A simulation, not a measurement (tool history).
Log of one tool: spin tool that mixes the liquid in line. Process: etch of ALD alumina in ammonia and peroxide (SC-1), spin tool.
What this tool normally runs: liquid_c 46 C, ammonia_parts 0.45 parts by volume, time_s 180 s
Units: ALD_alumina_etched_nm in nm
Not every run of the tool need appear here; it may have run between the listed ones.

| run | day | liquid_c | ammonia_parts | time_s | read-back film thickness of the ALD alumina reference wafer, read on the same gauge (nm) | ALD_alumina_etched_nm |
|---|---|---|---|---|---|---|
| 1 | 0 | 46 | 0.5 | 180 | 130 | 6.46 |
| 2 | 2.529 | 46 | 0.5 | 180 | 130.03 | 6.51 |
| 3 | 6 | 46 | 0.45 | 180 | 129.97 | 6.46 |
| 4 | 7.575 | 46 | 0.45 | 250 | 129.98 | 8.96 |
| 5 | 10.396 | 46 | 0.45 | 250 | 130.03 | 9.17 |
| 6 | 12.733 | 46 | 0.35 | 180 | 130.02 | 6.45 |
| 7 | 17.142 | 51.5 | 0.4 | 180 | 130.01 | 8.9 |
| 8 | 19.883 | 52 | 0.4 | 220 | 130 | 11.32 |
| 9 | 23.662 | 46 | 0.25 | 150 | 129.98 | 5.29 |
| 10 | 25.192 | 46 | 0.35 | 240 | 129.98 | 8.72 |
| 11 | 27.562 | 46 | 0.45 | 180 | 129.98 | 6.25 |
| 12 | 30.371 | 49 | 0.3 | 180 | 130.02 | 7.15 |
| 13 | 31.979 | 46 | 0.45 | 115 | 129.99 | 3.99 |
| 14 | 33.875 | 46 | 0.35 | 140 | 130.01 | 4.73 |
| 15 | 37.888 | 46 | 0.45 | 180 | 130.03 | 6.34 |
| 16 | 39.879 | 53.5 | 0.45 | 270 | 130 | 14.21 |
| 17 | 42.358 | 46 | 0.45 | 180 | 129.98 | 6.31 |
| 18 | 46.529 | 46 | 0.3 | 245 | 130 | 8.3 |
| 19 | 49.704 | 46 | 0.45 | 180 | 130 | 6.4 |
| 20 | 51.379 | 49 | 0.45 | 180 | 130.03 | 7.53 |
| 21 | 54.692 | 46 | 0.45 | 280 | 129.97 | 9.94 |
| 22 | 57.671 | 54.5 | 0.6 | 180 | 129.94 | 10.57 |
| 23 | 59.196 | 40.5 | 0.3 | 180 | 129.99 | 4.4 |
| 24 | 61.912 | 53 | 0.45 | 120 | 129.99 | 6.16 |
| 25 | 66.883 | 46 | 0.45 | 250 | 130.05 | 8.77 |

Put back what was entered between runs (12 entries, withheld): which listed runs does each sit between, and how does the hidden state differ from the listed run before to the listed run after?
Between runs 1 and 2: new drum of ammonia solution connected (day 2.446)
  liquid hotter than its thermometer reads (K): 0.402 -> 0.444
  measured value less the no-hidden-state value, ALD_alumina_etched_nm: +0.15 -> +0.16 nm
Between runs 4 and 5: thermometer replaced (day 8.758)
  liquid hotter than its thermometer reads (K): 0.527 -> 1.05
  measured value less the no-hidden-state value, ALD_alumina_etched_nm: +0.27 -> +0.52 nm
Between runs 5 and 6: ammonia flow meter replaced (day 11.017)
  liquid hotter than its thermometer reads (K): 1.05 -> 1.09
  measured value less the no-hidden-state value, ALD_alumina_etched_nm: +0.52 -> +0.38 nm
Between runs 8 and 9: new drum of ammonia solution connected (day 22.004)
  liquid hotter than its thermometer reads (K): 1.21 -> 1.27
  measured value less the no-hidden-state value, ALD_alumina_etched_nm: +0.71 -> +0.37 nm
Between runs 10 and 11: thermometer replaced, repeated, since the last time left the tool worse (day 26.475)
  liquid hotter than its thermometer reads (K): 1.29 -> 0.0201
  measured value less the no-hidden-state value, ALD_alumina_etched_nm: +0.61 -> +0.01 nm
Between runs 12 and 13: heated supply line repaired (day 31.133); ammonia flow meter replaced (day 31.362)
  liquid hotter than its thermometer reads (K): 0.0664 -> 0.0929
  measured value less the no-hidden-state value, ALD_alumina_etched_nm: +0.03 -> +0.02 nm
Between runs 17 and 18: new drum of ammonia solution connected (day 43.3); gauge calibrated (day 45.625)
  liquid hotter than its thermometer reads (K): 0.264 -> 0.333
  measured value less the no-hidden-state value, ALD_alumina_etched_nm: +0.09 -> +0.15 nm
Between runs 18 and 19: ammonia flow meter replaced (day 48.775)
  liquid hotter than its thermometer reads (K): 0.333 -> 0.385
  measured value less the no-hidden-state value, ALD_alumina_etched_nm: +0.15 -> +0.13 nm
Between runs 22 and 23: thermometer replaced (day 58.458)
  liquid hotter than its thermometer reads (K): 0.517 -> 0.0548
  measured value less the no-hidden-state value, ALD_alumina_etched_nm: +0.29 -> +0.02 nm
Between runs 24 and 25: new drum of ammonia solution connected (day 62.512)
  liquid hotter than its thermometer reads (K): 0.0996 -> 0.182
  measured value less the no-hidden-state value, ALD_alumina_etched_nm: +0.03 -> +0.09 nm

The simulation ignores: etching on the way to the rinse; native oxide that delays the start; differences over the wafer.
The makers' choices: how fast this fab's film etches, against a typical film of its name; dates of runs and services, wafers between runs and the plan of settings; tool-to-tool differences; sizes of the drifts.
